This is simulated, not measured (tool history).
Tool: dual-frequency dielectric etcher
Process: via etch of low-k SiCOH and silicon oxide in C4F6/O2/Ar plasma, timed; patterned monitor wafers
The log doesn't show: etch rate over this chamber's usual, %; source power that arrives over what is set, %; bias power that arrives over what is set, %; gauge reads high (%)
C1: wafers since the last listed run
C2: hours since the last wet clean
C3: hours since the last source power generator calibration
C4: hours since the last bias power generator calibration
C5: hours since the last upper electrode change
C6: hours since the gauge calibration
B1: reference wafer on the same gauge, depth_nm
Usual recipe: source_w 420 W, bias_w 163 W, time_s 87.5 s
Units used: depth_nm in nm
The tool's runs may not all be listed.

run 1 hour=0.0 | source_w=420 bias_w=163 time_s=87.5 | C1=0 C2=677.8 C3=2735.4 C4=4399.3 C5=269.5 C6=2370.8 | B1=206.7 | depth_nm=231.1
-- hour=45.0 wet clean of the chamber
run 2 hour=56.9 | source_w=420 bias_w=163 time_s=87.5 | C1=297 C2=11.9 C3=2792.3 C4=4456.2 C5=326.4 C6=2427.7 | B1=206.3 | depth_nm=239.3
run 3 hour=159.4 | source_w=420 bias_w=163 time_s=87.5 | C1=928 C2=114.4 C3=2894.8 C4=4558.7 C5=428.9 C6=2530.2 | B1=206.9 | depth_nm=240.3
run 4 hour=231.5 | source_w=420 bias_w=163 time_s=87.5 | C1=652 C2=186.5 C3=2966.9 C4=4630.8 C5=501.0 C6=2602.3 | B1=207.3 | depth_nm=238.4
-- hour=264.5 bias power generator calibrated
run 5 hour=284.7 | source_w=420 bias_w=163 time_s=87.5 | C1=445 C2=239.7 C3=3020.1 C4=20.2 C5=554.2 C6=2655.5 | B1=207.1 | depth_nm=237.4
run 6 hour=337.4 | source_w=420 bias_w=163 time_s=87.5 | C1=477 C2=292.4 C3=3072.8 C4=72.9 C5=606.9 C6=2708.2 | B1=207.1 | depth_nm=236.9
run 7 hour=392.7 | source_w=420 bias_w=163 time_s=87.5 | C1=500 C2=347.7 C3=3128.1 C4=128.2 C5=662.2 C6=2763.5 | B1=207.0 | depth_nm=234.0
run 8 hour=462.1 | source_w=490 bias_w=188 time_s=102.5 | C1=628 C2=417.1 C3=3197.5 C4=197.6 C5=731.6 C6=2832.9 | B1=207.3 | depth_nm=300.9
run 9 hour=510.9 | source_w=340 bias_w=145 time_s=87.5 | C1=441 C2=465.9 C3=3246.3 C4=246.4 C5=780.4 C6=2881.7 | B1=207.1 | depth_nm=211.8
-- hour=536.6 source power generator calibrated
run 10 hour=613.0 | source_w=420 bias_w=163 time_s=87.5 | C1=888 C2=568.0 C3=76.4 C4=348.5 C5=882.5 C6=2983.8 | B1=206.6 | depth_nm=232.2
-- hour=693.4 wet clean of the chamber
run 11 hour=693.9 | source_w=330 bias_w=178 time_s=100.0 | C1=515 C2=0.5 C3=157.3 C4=429.4 C5=963.4 C6=3064.7 | B1=207.0 | depth_nm=253.1
run 12 hour=755.2 | source_w=420 bias_w=163 time_s=87.5 | C1=555 C2=61.8 C3=218.6 C4=490.7 C5=1024.7 C6=3126.0 | B1=206.7 | depth_nm=241.5
run 13 hour=820.0 | source_w=420 bias_w=163 time_s=87.5 | C1=586 C2=126.6 C3=283.4 C4=555.5 C5=1089.5 C6=3190.8 | B1=207.1 | depth_nm=239.4
run 14 hour=918.0 | source_w=460 bias_w=130 time_s=87.5 | C1=887 C2=224.6 C3=381.4 C4=653.5 C5=1187.5 C6=3288.8 | B1=207.7 | depth_nm=234.3
run 15 hour=960.8 | source_w=420 bias_w=187 time_s=71.5 | C1=387 C2=267.4 C3=424.2 C4=696.3 C5=1230.3 C6=3331.6 | B1=206.4 | depth_nm=199.9
run 16 hour=1062.1 | source_w=420 bias_w=193 time_s=97.0 | C1=917 C2=368.7 C3=525.5 C4=797.6 C5=1331.6 C6=3432.9 | B1=206.9 | depth_nm=268.7
run 17 hour=1152.6 | source_w=420 bias_w=163 time_s=71.5 | C1=819 C2=459.2 C3=616.0 C4=888.1 C5=1422.1 C6=3523.4 | B1=206.8 | depth_nm=187.5
-- hour=1152.8 gauge calibrated
run 18 hour=1189.5 | source_w=320 bias_w=189 time_s=99.5 | C1=334 C2=496.1 C3=652.9 C4=925.0 C5=1459.0 C6=36.7 | B1=207.3 | depth_nm=247.0
run 19 hour=1239.5 | source_w=370 bias_w=163 time_s=105.5 | C1=452 C2=546.1 C3=702.9 C4=975.0 C5=1509.0 C6=86.7 | B1=207.6 | depth_nm=267.6
run 20 hour=1310.0 | source_w=340 bias_w=149 time_s=87.5 | C1=638 C2=616.6 C3=773.4 C4=1045.5 C5=1579.5 C6=157.2 | B1=206.8 | depth_nm=207.5
run 21 hour=1369.7 | source_w=330 bias_w=163 time_s=87.5 | C1=540 C2=676.3 C3=833.1 C4=1105.2 C5=1639.2 C6=216.9 | B1=207.2 | depth_nm=211.1
-- hour=1430.0 wet clean of the chamber
run 22 hour=1430.5 | source_w=340 bias_w=128 time_s=97.0 | C1=333 C2=0.5 C3=893.9 C4=1166.0 C5=1700.0 C6=277.7 | B1=206.6 | depth_nm=236.3
run 23 hour=1453.5 | source_w=420 bias_w=163 time_s=87.5 | C1=208 C2=23.5 C3=916.9 C4=1189.0 C5=1723.0 C6=300.7 | B1=206.8 | depth_nm=243.5

Estimate the outcome of run 24 from the log above:
run 24 hour=1500.1 | source_w=370 bias_w=163 time_s=106.0 | C1=421 C2=70.1 C3=963.5 C4=1235.6 C5=1769.6 C6=347.3 | B1=? | depth_nm=?

B1: 207.3
depth_nm: 279.9 nm
Had the tool carried no hidden state, the very same run would have given depth_nm 279.6 nm.
